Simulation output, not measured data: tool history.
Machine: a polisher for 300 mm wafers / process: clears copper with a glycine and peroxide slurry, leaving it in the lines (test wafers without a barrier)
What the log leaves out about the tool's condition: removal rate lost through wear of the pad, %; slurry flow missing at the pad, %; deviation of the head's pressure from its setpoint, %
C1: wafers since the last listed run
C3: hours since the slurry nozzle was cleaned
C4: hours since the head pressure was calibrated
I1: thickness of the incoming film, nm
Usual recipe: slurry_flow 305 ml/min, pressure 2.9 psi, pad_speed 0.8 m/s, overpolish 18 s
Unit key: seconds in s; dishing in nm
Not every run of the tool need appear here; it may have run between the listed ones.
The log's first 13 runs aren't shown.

{"run": 14, "hour": 360.9, "slurry_flow": 230, "pressure": 3.5, "pad_speed": 0.8, "overpolish": 18, "C1": 196, "wafers polished on this pad": 858, "C3": 158.5, "C4": 721.3, "I1": 372.6, "seconds": 79.5, "dishing": 61.3}
{"run": 15, "hour": 379.5, "slurry_flow": 305, "pressure": 2.9, "pad_speed": 0.98, "overpolish": 18, "C1": 158, "wafers polished on this pad": 1016, "C3": 177.1, "C4": 739.9, "I1": 375.1, "seconds": 75.3, "dishing": 63.7}
{"run": 16, "hour": 399.8, "slurry_flow": 365, "pressure": 2.1, "pad_speed": 0.8, "overpolish": 8, "C1": 172, "wafers polished on this pad": 1188, "C3": 197.4, "C4": 760.2, "I1": 378.9, "seconds": 114.8, "dishing": 23}
{"run": 17, "hour": 420.6, "slurry_flow": 305, "pressure": 2.9, "pad_speed": 0.8, "overpolish": 18, "C1": 176, "wafers polished on this pad": 1365, "C3": 218.2, "C4": 781, "I1": 371.3, "seconds": 92.4, "dishing": 53}
{"hour": 426.1, "done": "worn pad replaced by a new one"}
{"run": 18, "hour": 438.9, "slurry_flow": 305, "pressure": 2.9, "pad_speed": 0.8, "overpolish": 18, "C1": 121, "wafers polished on this pad": 108, "C3": 236.5, "C4": 799.3, "I1": 374.5, "seconds": 84.8, "dishing": 58.7}
{"run": 19, "hour": 452.4, "slurry_flow": 305, "pressure": 3.6, "pad_speed": 0.96, "overpolish": 18, "C1": 114, "wafers polished on this pad": 223, "C3": 250, "C4": 812.8, "I1": 378.4, "seconds": 61.3, "dishing": 76.6}
{"run": 20, "hour": 473.0, "slurry_flow": 305, "pressure": 2.9, "pad_speed": 0.8, "overpolish": 18, "C1": 175, "wafers polished on this pad": 398, "C3": 270.6, "C4": 833.4, "I1": 380.6, "seconds": 85.6, "dishing": 59.7}
{"run": 21, "hour": 499.8, "slurry_flow": 235, "pressure": 3.9, "pad_speed": 1.06, "overpolish": 11, "C1": 227, "wafers polished on this pad": 626, "C3": 297.4, "C4": 860.2, "I1": 376.3, "seconds": 55.1, "dishing": 56.2}
{"hour": 525.9, "done": "head pressure recalibrated"}
{"run": 22, "hour": 532.2, "slurry_flow": 230, "pressure": 2.1, "pad_speed": 0.92, "overpolish": 10, "C1": 258, "wafers polished on this pad": 884, "C3": 329.8, "C4": 6.3, "I1": 378.4, "seconds": 106.1, "dishing": 30.1}
{"run": 23, "hour": 566.0, "slurry_flow": 305, "pressure": 3.2, "pad_speed": 0.8, "overpolish": 13, "C1": 287, "wafers polished on this pad": 1171, "C3": 363.6, "C4": 40.1, "I1": 370.2, "seconds": 81.5, "dishing": 44.3}
{"run": 24, "hour": 581.2, "slurry_flow": 200, "pressure": 2.2, "pad_speed": 0.52, "overpolish": 8, "C1": 129, "wafers polished on this pad": 1300, "C3": 378.8, "C4": 55.3, "I1": 368.9, "seconds": 158.7, "dishing": 16.4}
{"run": 25, "hour": 604.1, "slurry_flow": 305, "pressure": 2.9, "pad_speed": 0.8, "overpolish": 18, "C1": 194, "wafers polished on this pad": 1495, "C3": 401.7, "C4": 78.2, "I1": 380.5, "seconds": 94.1, "dishing": 55.4}
{"hour": 625.2, "done": "worn pad replaced by a new one"}
{"run": 26, "hour": 628.9, "slurry_flow": 245, "pressure": 2.9, "pad_speed": 0.8, "overpolish": 18, "C1": 176, "wafers polished on this pad": 31, "C3": 426.5, "C4": 103, "I1": 367.5, "seconds": 83.2, "dishing": 59.1}
{"run": 27, "hour": 662.8, "slurry_flow": 245, "pressure": 2.9, "pad_speed": 0.8, "overpolish": 13, "C1": 288, "wafers polished on this pad": 319, "C3": 460.4, "C4": 136.9, "I1": 368.9, "seconds": 86, "dishing": 43.5}
{"run": 28, "hour": 677.6, "slurry_flow": 275, "pressure": 2.5, "pad_speed": 0.96, "overpolish": 10, "C1": 125, "wafers polished on this pad": 445, "C3": 475.2, "C4": 151.7, "I1": 376.9, "seconds": 85.4, "dishing": 34.1}
{"run": 29, "hour": 707.8, "slurry_flow": 365, "pressure": 2.9, "pad_speed": 0.6, "overpolish": 12, "C1": 256, "wafers polished on this pad": 702, "C3": 505.4, "C4": 181.9, "I1": 375.7, "seconds": 109.1, "dishing": 34.5}
{"run": 30, "hour": 728.2, "slurry_flow": 305, "pressure": 2.9, "pad_speed": 0.8, "overpolish": 18, "C1": 173, "wafers polished on this pad": 875, "C3": 525.8, "C4": 202.3, "I1": 378.8, "seconds": 90.3, "dishing": 57.4}
{"run": 31, "hour": 746.5, "slurry_flow": 305, "pressure": 3.5, "pad_speed": 0.8, "overpolish": 18, "C1": 155, "wafers polished on this pad": 1030, "C3": 544.1, "C4": 220.6, "I1": 372.8, "seconds": 76.8, "dishing": 63.7}
{"run": 32, "hour": 770.8, "slurry_flow": 305, "pressure": 2.5, "pad_speed": 0.8, "overpolish": 18, "C1": 206, "wafers polished on this pad": 1237, "C3": 568.4, "C4": 244.9, "I1": 372, "seconds": 103.7, "dishing": 48.7}
{"run": 33, "hour": 795.0, "slurry_flow": 365, "pressure": 2.5, "pad_speed": 0.88, "overpolish": 8, "C1": 205, "wafers polished on this pad": 1443, "C3": 592.6, "C4": 269.1, "I1": 372.5, "seconds": 94.4, "dishing": 25.1}
{"hour": 825.9, "done": "worn pad replaced by a new one"}
{"run": 34, "hour": 826.4, "slurry_flow": 305, "pressure": 2.9, "pad_speed": 0.8, "overpolish": 28, "C1": 232, "wafers polished on this pad": 4, "C3": 624, "C4": 300.5, "I1": 381.5, "seconds": 84.6, "dishing": 80.8}

5 ways to go on from here, each from the tool as it stands after run 34. What would each give?
{"run": "A", "hour": 826.8, "slurry_flow": 365, "pressure": 2.9, "pad_speed": 0.8, "overpolish": 18, "C1": 3, "wafers polished on this pad": 8, "C3": 624.4, "C4": 300.9, "I1": 369.4, "seconds": "?", "dishing": "?"}
{"run": "B", "hour": 826.8, "slurry_flow": 355, "pressure": 2.9, "pad_speed": 0.7, "overpolish": 15, "C1": 3, "wafers polished on this pad": 8, "C3": 624.4, "C4": 300.9, "I1": 369.4, "seconds": "?", "dishing": "?"}
{"run": "C", "hour": 826.8, "slurry_flow": 355, "pressure": 2.3, "pad_speed": 0.58, "overpolish": 25, "C1": 3, "wafers polished on this pad": 8, "C3": 624.4, "C4": 300.9, "I1": 369.4, "seconds": "?", "dishing": "?"}
{"run": "D", "hour": 826.8, "slurry_flow": 215, "pressure": 2.9, "pad_speed": 0.88, "overpolish": 10, "C1": 3, "wafers polished on this pad": 8, "C3": 624.4, "C4": 300.9, "I1": 369.4, "seconds": "?", "dishing": "?"}
{"run": "E", "hour": 826.8, "slurry_flow": 385, "pressure": 2.9, "pad_speed": 0.52, "overpolish": 10, "C1": 3, "wafers polished on this pad": 8, "C3": 624.4, "C4": 300.9, "I1": 369.4, "seconds": "?", "dishing": "?"}

run=A seconds=80.1 dishing=61.5
run=B seconds=89.2 dishing=49
run=C seconds=121.4 dishing=58.3
run=D seconds=78.6 dishing=38.4
run=E seconds=110.6 dishing=28.7
Take away the tool's hidden state, keep each run's random variation, and the runs would have read:
run=A seconds=79.5 dishing=61.8
run=B seconds=88.5 dishing=49.3
run=C seconds=120.5 dishing=58.7
run=D seconds=78 dishing=38.6
run=E seconds=109.8 dishing=28.9

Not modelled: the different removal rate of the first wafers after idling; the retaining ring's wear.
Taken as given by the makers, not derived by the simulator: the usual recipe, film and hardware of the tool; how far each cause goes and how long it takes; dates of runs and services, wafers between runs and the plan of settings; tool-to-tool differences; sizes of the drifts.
